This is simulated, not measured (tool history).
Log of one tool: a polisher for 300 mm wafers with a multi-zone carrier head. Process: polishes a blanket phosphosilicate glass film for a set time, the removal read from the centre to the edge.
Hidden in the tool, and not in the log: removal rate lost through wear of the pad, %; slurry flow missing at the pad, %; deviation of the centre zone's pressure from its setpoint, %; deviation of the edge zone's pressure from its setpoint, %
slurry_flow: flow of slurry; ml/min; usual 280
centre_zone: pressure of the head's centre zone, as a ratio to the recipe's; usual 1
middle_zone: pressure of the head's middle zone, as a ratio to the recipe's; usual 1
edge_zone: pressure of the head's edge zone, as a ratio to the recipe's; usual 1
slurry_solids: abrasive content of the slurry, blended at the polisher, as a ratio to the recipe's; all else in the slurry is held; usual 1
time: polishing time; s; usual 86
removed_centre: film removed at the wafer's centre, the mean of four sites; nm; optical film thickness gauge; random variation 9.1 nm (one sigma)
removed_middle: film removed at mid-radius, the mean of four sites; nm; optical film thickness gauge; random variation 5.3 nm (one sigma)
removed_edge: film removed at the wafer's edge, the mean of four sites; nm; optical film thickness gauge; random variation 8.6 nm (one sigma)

| run | hour | slurry_flow | centre_zone | middle_zone | edge_zone | slurry_solids | time | wafers since the last listed run | wafers polished on this pad | hours since the slurry nozzle was cleaned | hours since the centre zone pressure was calibrated | hours since the edge zone pressure was calibrated | hours since the carrier head's membrane was replaced | incoming thickness of the incoming film, nm | removed_centre | removed_middle | removed_edge |
|---|---|---|---|---|---|---|---|---|---|---|---|---|---|---|---|---|---|
| 1 | 0 | 280 | 1 | 1 | 1 | 1 | 86 | 0 | 49 | 108.2 | 744.6 | 933.4 | 328.1 | 4245.7 | 675 | 645.1 | 640 |
| 2 | 49.9 | 230 | 1 | 1 | 1.02 | 1 | 86 | 348 | 398 | 158.1 | 794.5 | 983.3 | 378 | 4279.7 | 654.6 | 639.8 | 638.6 |
| 3 | 85.8 | 280 | 1 | 1 | 1 | 1 | 86 | 251 | 649 | 194 | 830.4 | 1019.2 | 413.9 | 4308.2 | 678.3 | 637.9 | 630.9 |
|  | 117.4 | worn pad replaced by a new one |
| 4 | 121.4 | 280 | 1 | 1 | 1 | 1 | 86 | 220 | 28 | 229.6 | 866 | 1054.8 | 449.5 | 4239.8 | 660.5 | 643.7 | 629.9 |
| 5 | 182.9 | 250 | 1 | 1 | 1 | 1 | 86 | 430 | 458 | 291.1 | 927.5 | 1116.3 | 511 | 4331.7 | 654 | 636.7 | 634.8 |
|  | 216.9 | slurry nozzle cleaned |
| 6 | 228.2 | 250 | 1 | 1 | 1 | 1 | 86 | 309 | 767 | 11.3 | 972.8 | 1161.6 | 556.3 | 4275.8 | 650.7 | 644.3 | 647.4 |
|  | 252.1 | worn pad replaced by a new one |
|  | 274.8 | carrier head's membrane replaced by a new one |
| 7 | 278.2 | 280 | 1 | 1 | 1 | 1.15 | 86 | 286 | 147 | 61.3 | 1022.8 | 1211.6 | 3.4 | 4256.9 | 709.4 | 685.4 | 684.4 |
| 8 | 324.5 | 190 | 1 | 0.89 | 1 | 1 | 86 | 323 | 470 | 107.6 | 1069.1 | 1257.9 | 49.7 | 4257.9 | 631 | 569.3 | 640.1 |
|  | 352 | edge zone pressure recalibrated |
| 9 | 355.5 | 240 | 1 | 1 | 0.93 | 1 | 86 | 202 | 673 | 138.6 | 1100.1 | 3.5 | 80.7 | 4340.5 | 665.8 | 636.3 | 606.4 |
|  | 381.5 | worn pad replaced by a new one |
| 10 | 382.5 | 190 | 1 | 0.89 | 1 | 1 | 86 | 160 | 7 | 165.6 | 1127.1 | 30.5 | 107.7 | 4243 | 652.6 | 566.3 | 630.7 |
| 11 | 433.6 | 280 | 1 | 1 | 1 | 1 | 86 | 357 | 364 | 216.7 | 1178.2 | 81.6 | 158.8 | 4268.1 | 674.6 | 656.5 | 618.8 |
| 12 | 489 | 190 | 1 | 1 | 1.04 | 1.1 | 67 | 387 | 752 | 272.1 | 1233.6 | 137 | 214.2 | 4322.7 | 517.4 | 503.4 | 512.4 |
|  | 504.1 | centre zone pressure recalibrated |
|  | 516.1 | worn pad replaced by a new one |
| 13 | 540 | 280 | 1 | 1 | 1 | 1.2 | 86 | 314 | 167 | 323.1 | 35.9 | 188 | 265.2 | 4330.6 | 710.9 | 679.8 | 668.8 |
|  | 577.1 | slurry nozzle cleaned |
| 14 | 601.9 | 280 | 0.92 | 0.96 | 1 | 0.85 | 86 | 425 | 592 | 24.8 | 97.8 | 249.9 | 327.1 | 4232.8 | 587.2 | 587.2 | 593.6 |
|  | 656.1 | worn pad replaced by a new one |
| 15 | 656.5 | 255 | 1 | 1 | 1 | 1 | 86 | 353 | 2 | 79.4 | 152.4 | 304.5 | 381.7 | 4324.2 | 642.2 | 641.7 | 626 |

3 ways to go on from here, each from the tool as it stands after run 15. What would each give?
| A | 657 | 280 | 1 | 1 | 1 | 1 | 86 | 3 | 6 | 79.9 | 152.9 | 305 | 382.2 | 4276.1 | ? | ? | ? |
| B | 657 | 280 | 0.95 | 1 | 1 | 1 | 86 | 3 | 6 | 79.9 | 152.9 | 305 | 382.2 | 4276.1 | ? | ? | ? |
| C | 657 | 280 | 1.04 | 1 | 1.09 | 1 | 86 | 3 | 6 | 79.9 | 152.9 | 305 | 382.2 | 4276.1 | ? | ? | ? |

| run | removed_centre | removed_middle | removed_edge |
|---|---|---|---|
| A | 662.5 | 654.4 | 635.1 |
| B | 633.3 | 654.6 | 635.1 |
| C | 685.9 | 654.2 | 662.6 |
Without the tool's hidden state the same runs would have given:
| run | removed_centre | removed_middle | removed_edge |
|---|---|---|---|
| A | 662.5 | 654.4 | 635.1 |
| B | 633.3 | 654.6 | 635.1 |
| C | 685.9 | 654.2 | 662.6 |
